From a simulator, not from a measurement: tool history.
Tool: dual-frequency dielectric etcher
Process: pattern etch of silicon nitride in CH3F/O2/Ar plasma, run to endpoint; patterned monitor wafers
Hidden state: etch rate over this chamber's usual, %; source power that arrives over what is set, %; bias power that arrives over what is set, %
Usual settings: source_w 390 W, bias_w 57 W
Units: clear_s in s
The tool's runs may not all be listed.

| run | hour | source_w | bias_w | wafers since the last listed run | hours since the last wet clean | hours since the last source power generator calibration | hours since the last bias power generator calibration | hours since the last upper electrode change | incoming incoming film thickness, nm | clear_s |
|---|---|---|---|---|---|---|---|---|---|---|
| 1 | 0 | 390 | 49 | 0 | 35.9 | 3618.5 | 2077.1 | 1367.1 | 27.38 | 47.3 |
| 2 | 90.1 | 370 | 57 | 1322 | 126 | 3708.6 | 2167.2 | 1457.2 | 26.89 | 46.1 |
| 3 | 129.3 | 370 | 57 | 575 | 165.2 | 3747.8 | 2206.4 | 1496.4 | 26.93 | 46 |
| 4 | 200 | 370 | 57 | 1037 | 235.9 | 3818.5 | 2277.1 | 1567.1 | 26.93 | 45.9 |
| 5 | 245.3 | 390 | 61 | 665 | 281.2 | 3863.8 | 2322.4 | 1612.4 | 26.91 | 44.5 |
| 6 | 344.8 | 390 | 57 | 1460 | 380.7 | 3963.3 | 2421.9 | 1711.9 | 27.11 | 45.9 |
| 7 | 402.3 | 390 | 57 | 844 | 438.2 | 4020.8 | 2479.4 | 1769.4 | 27.25 | 45.8 |
|  | 489.3 | wet clean of the chamber |
| 8 | 489.8 | 340 | 57 | 932 | 0.5 | 4108.3 | 2566.9 | 1856.9 | 27.16 | 46.5 |
| 9 | 533 | 340 | 57 | 634 | 43.7 | 4151.5 | 2610.1 | 1900.1 | 27.23 | 47.1 |
| 10 | 629.6 | 390 | 57 | 1418 | 140.3 | 4248.1 | 2706.7 | 1996.7 | 27.29 | 45.7 |
| 11 | 678.6 | 390 | 57 | 719 | 189.3 | 4297.1 | 2755.7 | 2045.7 | 27.03 | 45.3 |
| 12 | 778.9 | 310 | 46 | 1472 | 289.6 | 4397.4 | 2856 | 2146 | 27.28 | 53.4 |
|  | 797.3 | source power generator calibrated |
| 13 | 874.9 | 480 | 70 | 1350 | 385.6 | 77.6 | 2952 | 2242 | 27.09 | 39.7 |
|  | 901.1 | bias power generator calibrated |
| 14 | 928.2 | 440 | 61 | 723 | 438.9 | 130.9 | 27.1 | 2295.3 | 27.17 | 43.5 |
|  | 960.7 | upper electrode replaced |
| 15 | 980.9 | 340 | 63 | 421 | 491.6 | 183.6 | 79.8 | 20.2 | 27.18 | 47 |
| 16 | 1027.4 | 320 | 46 | 682 | 538.1 | 230.1 | 126.3 | 66.7 | 27.18 | 54.2 |
|  | 1061.9 | wet clean of the chamber |
| 17 | 1099 | 310 | 57 | 698 | 37.1 | 301.7 | 197.9 | 138.3 | 27.17 | 48.5 |
| 18 | 1196.9 | 320 | 46 | 1437 | 135 | 399.6 | 295.8 | 236.2 | 26.98 | 51.7 |
| 19 | 1427.6 | 480 | 44 | 3386 | 365.7 | 630.3 | 526.5 | 466.9 | 27 | 45.8 |
| 20 | 1482.8 | 350 | 64 | 810 | 420.9 | 685.5 | 581.7 | 522.1 | 27.09 | 46.6 |

4 ways to go on from here, each from the tool as it stands after run 20. What would each give?
| A | 1483.2 | 390 | 51 | 5 | 421.3 | 685.9 | 582.1 | 522.5 | 27.19 | ? |
| B | 1483.2 | 430 | 62 | 5 | 421.3 | 685.9 | 582.1 | 522.5 | 27.19 | ? |
| C | 1483.2 | 470 | 51 | 5 | 421.3 | 685.9 | 582.1 | 522.5 | 27.19 | ? |
| D | 1483.2 | 360 | 57 | 5 | 421.3 | 685.9 | 582.1 | 522.5 | 27.19 | ? |

| run | clear_s |
|---|---|
| A | 48.3 |
| B | 43.7 |
| C | 45 |
| D | 48.1 |
Without the tool's hidden state the same runs would have given:
| run | clear_s |
|---|---|
| A | 46.4 |
| B | 41.9 |
| C | 43.2 |
| D | 46.1 |

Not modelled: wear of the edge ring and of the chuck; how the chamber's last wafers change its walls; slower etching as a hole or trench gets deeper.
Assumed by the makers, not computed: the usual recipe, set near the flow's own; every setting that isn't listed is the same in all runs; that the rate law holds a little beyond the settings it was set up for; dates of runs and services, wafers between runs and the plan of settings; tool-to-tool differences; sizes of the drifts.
